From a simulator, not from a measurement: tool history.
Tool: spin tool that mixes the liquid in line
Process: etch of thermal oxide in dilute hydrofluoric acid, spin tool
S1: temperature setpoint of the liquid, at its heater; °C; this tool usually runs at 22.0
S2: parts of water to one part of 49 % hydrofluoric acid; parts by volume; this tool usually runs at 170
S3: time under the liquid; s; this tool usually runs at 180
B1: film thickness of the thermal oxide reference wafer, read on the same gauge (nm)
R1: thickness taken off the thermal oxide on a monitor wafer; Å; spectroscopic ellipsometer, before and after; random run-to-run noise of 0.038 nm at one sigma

run     day    S1   S2   S3      B1      R1
  1   0.000  22.0  170  125  29.996   32.73
  2   1.179  22.0  170  125  29.998   32.93
  3   2.962  22.0  170  125  29.961   33.04
  4   3.862  25.0  215  180  30.001   39.83
  5   4.567  25.0  215  180  30.028   39.81
  6   5.200  22.0  170  230  29.964   60.38
  7   6.375  22.0  170  230  29.968   61.61
  8   7.296  22.0  170  150  30.005   39.78
  9   8.704  22.0  170  150  29.975   39.76
 10  10.150  22.0  170  180  29.959   47.94
 11  11.525  22.0  170  180  29.995   47.60
 12  12.229  22.0  170  180  29.993   47.03
 13  13.054  22.0  170  180  29.999   48.05
 14  13.879  22.0  170  180  29.990   47.60
 15  15.325  22.0  170  155  29.999   41.29
     15.758  -- thermometer replaced
 16  16.208  22.0  170  155  30.016   37.14
 17  20.275  23.5  240   80  30.002   13.47
 18  21.708  22.0  220  180  29.974   32.06
 19  22.917  22.0  170  180  30.004   44.54
     23.696  -- gauge calibrated
 20  24.267  22.0  170  180  29.988   44.11
     24.938  -- hydrofluoric acid flow meter replaced
 21  25.762  20.0  220   85  29.968   14.15
 22  27.075  19.0  105  140  29.993   52.15
 23  28.029  25.0  215  180  30.011   37.26
 24  29.058  19.5  120  110  30.000   36.62
 25  29.875  19.0  240   85  29.996   12.54
 26  30.562  19.0  120  230  30.023   76.25
 27  31.567  26.0  130   75  30.008   29.37
 28  32.938  22.0  170   75  29.982   18.39
 29  34.096  22.0  170  245  30.043   61.52
 30  35.204  22.0  125   95  29.984   33.40
 31  35.762  22.0  170  180  29.996   44.65
 32  36.950  22.0  170   75  30.002   18.84
 33  38.392  23.5  170  180  29.999   46.98
 34  39.238  22.0  170  180  29.996   44.82
 35  40.096  24.5   95  230  30.009  122.71

Run-by-run hidden state of the tool:
hydrofluoric acid flow below the setpoint (%): 0 across all the runs
gauge reads high (%): 0 across all the runs
H1: liquid hotter than its thermometer reads (K)
run     H1
  1   2.21
  2   2.24
  3   2.29
  4   2.31
  5   2.33
  6   2.34
  7   2.37
  8    2.4
  9   2.43
 10   2.47
 11   2.51
 12   2.52
 13   2.55
 14   2.57
 15    2.6
 16  0.131
 17  0.236
 18  0.273
 19  0.304
 20  0.339
 21  0.378
 22  0.411
 23  0.436
 24  0.462
 25  0.484
 26  0.501
 27  0.527
 28  0.562
 29  0.592
 30  0.621
 31  0.635
 32  0.666
 33  0.703
 34  0.725
 35  0.747
